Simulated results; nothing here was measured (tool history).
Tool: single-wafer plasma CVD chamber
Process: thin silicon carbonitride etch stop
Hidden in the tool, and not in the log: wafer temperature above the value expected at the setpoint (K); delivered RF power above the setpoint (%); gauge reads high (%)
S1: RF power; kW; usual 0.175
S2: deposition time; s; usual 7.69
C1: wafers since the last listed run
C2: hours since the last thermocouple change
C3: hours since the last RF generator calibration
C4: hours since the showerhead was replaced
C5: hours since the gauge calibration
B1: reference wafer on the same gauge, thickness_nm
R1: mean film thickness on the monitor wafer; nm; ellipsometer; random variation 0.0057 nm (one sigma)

run 1 day=0 | S1=0.165 S2=7.69 | C1=0 C2=1016.8 C3=2255.4 C4=8082.3 C5=173.4 | B1=3.739 | R1=3.769
run 2 day=0.758 | S1=0.165 S2=7.69 | C1=544 C2=1035 C3=2273.6 C4=8100.5 C5=191.6 | B1=3.742 | R1=3.778
run 3 day=1.267 | S1=0.165 S2=7.69 | C1=365 C2=1047.2 C3=2285.8 C4=8112.7 C5=203.8 | B1=3.743 | R1=3.775
run 4 day=1.9 | S1=0.185 S2=7.69 | C1=455 C2=1062.4 C3=2301 C4=8127.9 C5=219 | B1=3.746 | R1=3.936
-- day=2.533 gauge calibrated
run 5 day=2.879 | S1=0.175 S2=7.69 | C1=703 C2=1085.9 C3=2324.5 C4=8151.4 C5=8.3 | B1=3.708 | R1=3.816
run 6 day=4.188 | S1=0.175 S2=7.69 | C1=940 C2=1117.3 C3=2355.9 C4=8182.8 C5=39.7 | B1=3.712 | R1=3.823
run 7 day=5.342 | S1=0.175 S2=7.69 | C1=829 C2=1145 C3=2383.6 C4=8210.5 C5=67.4 | B1=3.715 | R1=3.836
-- day=5.779 showerhead replaced
run 8 day=6.533 | S1=0.175 S2=7.69 | C1=616 C2=1173.6 C3=2412.2 C4=18.1 C5=96 | B1=3.72 | R1=3.829
run 9 day=7.433 | S1=0.145 S2=8.73 | C1=646 C2=1195.2 C3=2433.8 C4=39.7 C5=117.6 | B1=3.723 | R1=4.066
run 10 day=8.233 | S1=0.2 S2=7.69 | C1=574 C2=1214.4 C3=2453 C4=58.9 C5=136.8 | B1=3.726 | R1=4.041
run 11 day=8.929 | S1=0.175 S2=7.69 | C1=500 C2=1231.1 C3=2469.7 C4=75.6 C5=153.5 | B1=3.728 | R1=3.847
-- day=10.383 thermocouple changed; heater temperature recalibrated
run 12 day=10.404 | S1=0.155 S2=8.38 | C1=820 C2=0.5 C3=2505.1 C4=111 C5=188.9 | B1=3.734 | R1=4.014
run 13 day=11.471 | S1=0.175 S2=8.34 | C1=766 C2=26.1 C3=2530.7 C4=136.6 C5=214.5 | B1=3.737 | R1=4.169
-- day=11.862 RF generator calibrated
-- day=12.546 gauge calibrated
run 14 day=14.371 | S1=0.175 S2=7.69 | C1=1844 C2=95.7 C3=60.2 C4=206.2 C5=43.8 | B1=3.716 | R1=3.831
run 15 day=15.296 | S1=0.175 S2=9.03 | C1=664 C2=117.9 C3=82.4 C4=228.4 C5=66 | B1=3.718 | R1=4.499
run 16 day=16.088 | S1=0.19 S2=8.28 | C1=568 C2=136.9 C3=101.4 C4=247.4 C5=85 | B1=3.721 | R1=4.257
run 17 day=16.662 | S1=0.175 S2=6.34 | C1=413 C2=150.7 C3=115.2 C4=261.2 C5=98.8 | B1=3.723 | R1=3.165

Hidden state or all else? Some run-to-run changes of R1, split into what the settings, what came in and random variation would give without the hidden state, and what is left for the hidden state (with any gauge scatter that isn't in both results):
Run 4 -> 5: S1 0.185 -> 0.175, gauge calibrated. R1 -0.12 nm: hidden state -0.04, all else -0.08.
Run 16 -> 17: S1 0.19 -> 0.175, S2 8.28 -> 6.34. R1 -1.092 nm: hidden state -0.002, all else -1.09.
